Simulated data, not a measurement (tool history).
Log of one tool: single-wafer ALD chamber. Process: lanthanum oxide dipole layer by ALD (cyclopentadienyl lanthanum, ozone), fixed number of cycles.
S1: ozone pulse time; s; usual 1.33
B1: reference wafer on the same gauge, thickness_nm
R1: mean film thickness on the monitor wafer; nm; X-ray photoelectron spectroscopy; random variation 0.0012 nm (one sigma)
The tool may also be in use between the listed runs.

run	hour	S1	B1	R1
1	0	1.09	0.553	0.463
2	48.4	1.46	0.553	0.489
3	118.6	1.46	0.553	0.485
4	166.8	1.64	0.553	0.492
5	213.5	1.33	0.553	0.479
6	250.6	1.33	0.553	0.478
7	276.8	1.33	0.553	0.479
8	306	1.33	0.553	0.475
9	331.5	1.33	0.553	0.476
10	367.7	1.33	0.553	0.476
11	417.9	1.54	0.553	0.489
12	469	1.54	0.553	0.486
13	512.1	1.54	0.553	0.485
14	557.3	0.81	0.553	0.42
15	610.1	1.33	0.552	0.476
16	648.2	1.52	0.553	0.483
17	672.5	1.76	0.553	0.494
# hour 701.9: gauge calibrated
18	719.9	1.81	0.553	0.494
# hour 739.3: thermocouple changed; heater temperature recalibrated
19	755.2	1.85	0.554	0.494
20	780.7	1.04	0.554	0.444
21	844.5	1.46	0.554	0.476
22	973.5	1.14	0.553	0.45
23	1021.1	1.33	0.553	0.464
24	1083.5	1.33	0.552	0.462

Run 25 comes next. What will it give?
# hour 1150.8: ozone generator serviced
# hour 1265.1: showerhead replaced
25	1287.2	1.33	?	?

Run 25 gave B1 0.553, R1 0.479 nm.
Without the tool's hidden state the same run would have given R1 0.48 nm.

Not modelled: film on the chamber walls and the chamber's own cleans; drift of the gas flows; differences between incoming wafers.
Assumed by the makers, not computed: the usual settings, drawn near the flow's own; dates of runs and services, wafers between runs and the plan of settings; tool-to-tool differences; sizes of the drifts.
